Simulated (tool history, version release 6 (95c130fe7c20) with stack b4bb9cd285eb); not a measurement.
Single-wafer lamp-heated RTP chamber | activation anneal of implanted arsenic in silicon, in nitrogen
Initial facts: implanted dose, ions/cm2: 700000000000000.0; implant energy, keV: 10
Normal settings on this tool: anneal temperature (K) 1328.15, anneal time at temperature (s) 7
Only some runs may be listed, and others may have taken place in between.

run	hour	anneal temperature (K)	anneal time at temperature (s)	wafers since the last listed run	wafers since the last pyrometer calibration	wafers since the reflector plate was cleaned	hours since the gauge calibration	read-back reference wafer on the same gauge, sheet resistance	sheet resistance of the implanted and annealed layer (ohm/square)
1	0.0	1315.15	10	0	824	1289	62.5	186.09	177.53
2	25.2	1315.15	10	280	1104	1570	87.7	186.02	179.74
3	44.3	1328.15	7	212	1317	1783	106.8	186.04	180.20
4	77.8	1328.15	7	373	1691	2156	140.3	185.86	180.09
5	102.1	1328.15	7	270	1961	2427	164.6	186.22	178.10
6	122.4	1328.15	7	226	2188	2653	184.9	186.06	179.57
7	140.8	1328.15	7	205	2393	2858	203.3	186.22	178.74
8	169.4	1339.15	7	318	2711	3177	231.9	185.57	174.96
9	192.7	1339.15	7	259	2971	3436	255.2	186.23	174.19
# hour 223.0: pyrometer window cleaned and pyrometer calibrated
10	225.8	1339.15	7	279	30	3716	288.3	185.92	174.07
11	248.9	1313.15	7	257	288	3973	311.4	185.93	185.54
12	277.5	1313.15	7	318	606	4292	340.0	186.15	183.44
13	307.8	1313.15	7	337	944	4630	370.3	186.37	184.13
14	320.0	1317.15	9	135	1080	4766	382.5	186.09	178.19
15	346.5	1317.15	9	295	1375	5061	409.0	186.39	179.01
16	362.7	1317.15	9	180	1556	5241	425.2	186.11	177.62
17	398.6	1328.15	7	400	1956	5642	461.1	185.82	177.63
18	426.4	1300.15	9	309	2266	5951	488.9	185.69	184.49
# hour 443.2: gauge calibrated
19	459.9	1317.15	11	373	2639	6325	16.7	186.35	173.08
20	474.1	1300.15	4	158	2797	6483	30.9	185.92	196.03
# hour 491.2: pyrometer window cleaned and pyrometer calibrated
21	501.2	1328.15	8	212	111	6696	58.0	185.97	174.63
22	531.6	1348.15	4	338	450	7034	88.4	185.98	179.26
23	549.4	1316.15	8	198	648	7233	106.2	185.87	180.10
24	563.6	1328.15	7	158	806	7391	120.4	185.98	178.64
25	585.3	1328.15	7	241	1048	7633	142.1	186.25	176.97
26	603.5	1317.15	9	202	1251	7836	160.3	185.86	178.41
# hour 620.1: reflector plate cleaned
27	620.6	1356.15	3	101	1352	5	177.4	186.02	183.66
28	650.6	1306.15	3	334	1687	339	207.4	185.80	202.15
29	668.1	1336.15	11	195	1882	534	224.9	185.80	169.91
30	687.2	1316.15	9	212	2095	747	244.0	185.76	181.17
31	707.1	1346.15	4	221	2316	969	263.9	185.99	182.22
32	728.1	1299.15	11	234	2550	1203	284.9	185.94	184.50
33	760.7	1351.15	6	363	2914	1566	317.5	186.12	173.51
34	774.7	1345.15	5	156	3070	1722	331.5	186.16	180.69
# hour 810.8: pyrometer window cleaned and pyrometer calibrated
35	811.3	1348.15	11	318	6	2041	368.1	186.21	165.78
36	817.6	1353.15	4	70	76	2111	374.4	186.04	179.17

The same runs without the tool's hidden state, with the same run-to-run variation:
Unlogged tool condition in this case: true wafer temperature minus pyrometer reading, K; wafer temperature error from the tarnished reflector plate, K; gauge reads high (%).
run	sheet resistance of the implanted and annealed layer (ohm/square)
1	178.29
2	180.62
3	181.12
4	181.16
5	179.26
6	180.84
7	180.08
8	176.35
9	175.68
10	175.69
11	187.49
12	185.50
13	186.34
14	180.44
15	181.39
16	180.07
17	180.10
18	187.34
19	175.92
20	198.56
21	177.52
22	182.23
23	183.44
24	181.86
25	180.26
26	181.99
27	183.94
28	202.53
29	170.37
30	181.82
31	182.89
32	185.38
33	174.37
34	181.66
35	166.75
36	180.30
